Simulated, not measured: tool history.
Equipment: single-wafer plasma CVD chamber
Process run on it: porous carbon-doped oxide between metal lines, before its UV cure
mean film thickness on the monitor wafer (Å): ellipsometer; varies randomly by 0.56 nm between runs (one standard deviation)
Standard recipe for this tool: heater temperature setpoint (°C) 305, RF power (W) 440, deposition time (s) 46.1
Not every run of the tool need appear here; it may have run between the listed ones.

run,hour,heater temperature setpoint (°C),RF power (W),deposition time (s),"read-back reference wafer on the same gauge, thickness_nm",mean film thickness on the monitor wafer (Å)
1,0,305,440,46.1,180.587,2239.72
2,37.6,305,440,46.1,180.607,2241.01
3,137.3,305,440,46.1,180.321,2233.54
# hour 178: RF generator calibrated
4,204.5,305,440,46.1,180.163,2229.12
5,289.2,300,440,48.1,179.993,2381.49
6,397.1,305,465,50.2,179.77,2520.13
7,470.2,305,440,46.1,179.649,2239.56
8,553.9,305,440,46.1,179.396,2226.73
9,651.2,305,440,46.1,179.236,2214.23
10,735.1,305,440,46.1,179.104,2224.57
11,819,305,440,46.1,178.768,2215.91
12,891.9,296,440,46.1,178.652,2316.69
13,941.2,296,440,46.1,178.529,2316.12
14,1009.8,296,440,46.1,178.357,2312.24
15,1088.1,305,440,46.1,178.303,2199.89
16,1160.1,305,440,46.1,178.073,2203.68
# hour 1180.3: showerhead replaced
17,1260.7,300,440,46.1,177.816,2252.88
# hour 1266.6: gauge calibrated
# hour 1352.8: RF generator calibrated
18,1365,305,440,46.1,182.807,2270.37
19,1424.7,310,440,46.1,182.533,2213.05
20,1501.2,291,375,50,182.492,2319.31
21,1599.2,296,440,46.1,182.212,2359.42
22,1650.4,319,380,41,182.304,1686.05
23,1710.8,305,365,46.1,181.975,1960.67
24,1797.3,305,395,46.1,181.797,2072.34
25,2060.9,305,520,46.1,181.259,2520.85
# hour 2108.5: thermocouple changed; heater temperature recalibrated
26,2149.5,291,490,37.6,180.995,2128.05
27,2237.6,305,360,46.1,180.943,1912.83
28,2343.1,300,440,46.1,180.719,2288.27
29,2413.6,296,440,46.1,180.352,2354.62
30,2487,296,395,37.2,180.277,1747.38
# hour 2520.3: RF generator calibrated
31,2535.5,311,465,50.8,180.085,2481.12
32,2634.9,296,475,46.1,179.981,2462.39
33,2697.5,305,515,41.2,179.904,2224.31

Forecast run 34:
34,2988.7,315,490,46.1,?,?

{"run 34": {"read-back reference wafer on the same gauge, thickness_nm": 179.281, "mean film thickness on the monitor wafer (Å)": 2282.61}}
With no hidden state in the tool, this same run would have given mean film thickness on the monitor wafer (Å) 2330.61.
